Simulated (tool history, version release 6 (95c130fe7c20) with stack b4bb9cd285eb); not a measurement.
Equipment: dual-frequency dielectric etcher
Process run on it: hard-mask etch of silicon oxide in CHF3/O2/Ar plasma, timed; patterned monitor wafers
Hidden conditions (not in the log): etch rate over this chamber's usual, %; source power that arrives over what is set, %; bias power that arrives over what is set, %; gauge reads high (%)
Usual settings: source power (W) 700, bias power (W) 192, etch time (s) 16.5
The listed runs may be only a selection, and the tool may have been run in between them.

run,hour,source power (W),bias power (W),etch time (s),wafers since the last listed run,hours since the last wet clean,hours since the last source power generator calibration,hours since the last bias power generator calibration,hours since the last upper electrode change,hours since the gauge calibration,"read-back reference wafer on the same gauge, depth_nm",mean etch depth across the wafer (nm)
1,0.0,700,219,16.5,0,548.3,2921.2,1609.9,2459.8,1756.0,34.78,34.56
# hour 95.3: wet clean of the chamber
2,95.8,700,192,16.5,1198,0.5,3017.0,1705.7,2555.6,1851.8,34.86,34.22
# hour 121.3: gauge calibrated
3,140.4,810,192,16.5,744,45.1,3061.6,1750.3,2600.2,19.1,34.82,37.08
4,196.6,810,192,16.5,937,101.3,3117.8,1806.5,2656.4,75.3,34.81,36.93
5,244.3,700,192,16.5,795,149.0,3165.5,1854.2,2704.1,123.0,34.76,34.17
6,326.8,700,192,16.5,1376,231.5,3248.0,1936.7,2786.6,205.5,34.88,34.53
7,377.9,700,192,16.5,852,282.6,3299.1,1987.8,2837.7,256.6,34.83,34.06
8,416.4,640,224,13.0,642,321.1,3337.6,2026.3,2876.2,295.1,34.83,26.63
# hour 456.0: source power generator calibrated
9,503.5,700,192,16.5,1386,408.2,47.5,2113.4,2963.3,382.2,34.78,33.50
# hour 572.8: wet clean of the chamber
10,573.3,700,192,16.5,764,0.5,117.3,2183.2,3033.1,452.0,34.73,34.18
11,614.6,810,192,16.5,689,41.8,158.6,2224.5,3074.4,493.3,34.76,36.68
# hour 627.3: bias power generator calibrated
12,656.3,700,192,16.5,629,83.5,200.3,29.0,3116.1,535.0,34.78,34.19
13,764.1,840,235,16.5,1798,191.3,308.1,136.8,3223.9,642.8,34.79,39.60
# hour 831.0: upper electrode replaced, of another model than before
14,831.5,700,240,16.5,724,258.7,375.5,204.2,0.5,710.2,34.76,37.40
15,923.9,620,192,14.0,1541,351.1,467.9,296.6,92.9,802.6,34.81,25.27
16,1002.8,770,153,16.5,1316,430.0,546.8,375.5,171.8,881.5,34.78,32.82
17,1074.1,550,158,19.0,1189,501.3,618.1,446.8,243.1,952.8,34.79,26.49
18,1167.1,750,164,14.0,1551,594.3,711.1,539.8,336.1,1045.8,34.74,27.44
# hour 1194.0: wet clean of the chamber
19,1207.0,700,155,16.5,265,13.0,751.0,579.7,376.0,1085.7,34.82,31.41
20,1251.8,700,192,16.5,747,57.8,795.8,624.5,420.8,1130.5,34.75,34.57
21,1306.9,570,212,21.5,919,112.9,850.9,679.6,475.9,1185.6,34.89,37.21
22,1378.5,790,147,13.5,1194,184.5,922.5,751.2,547.5,1257.2,34.85,27.57
23,1468.1,610,192,16.5,1495,274.1,1012.1,840.8,637.1,1346.8,34.76,29.71
24,1541.2,780,227,16.5,1219,347.2,1085.2,913.9,710.2,1419.9,34.80,39.60
25,1676.2,700,192,16.5,2252,482.2,1220.2,1048.9,845.2,1554.9,34.77,33.38
# hour 1813.8: wet clean of the chamber
26,1887.2,620,238,16.5,3120,73.4,1431.2,1259.9,1056.2,1765.9,34.81,33.39
27,1933.3,540,160,16.5,769,119.5,1477.3,1306.0,1102.3,1812.0,34.85,23.65
28,1999.0,770,192,19.0,1096,185.2,1543.0,1371.7,1168.0,1877.7,34.84,42.21

The logged runs with the hidden state left out (each run's random variation unchanged):
run,mean etch depth across the wafer (nm)
1,35.75
2,34.15
3,37.12
4,37.10
5,34.45
6,35.01
7,34.66
8,27.17
9,34.38
10,34.43
11,37.06
12,34.64
13,40.43
14,38.36
15,26.09
16,34.08
17,27.65
18,28.82
19,31.40
20,34.68
21,37.46
22,27.89
23,30.25
24,40.52
25,34.49
26,33.41
27,23.75
28,42.56
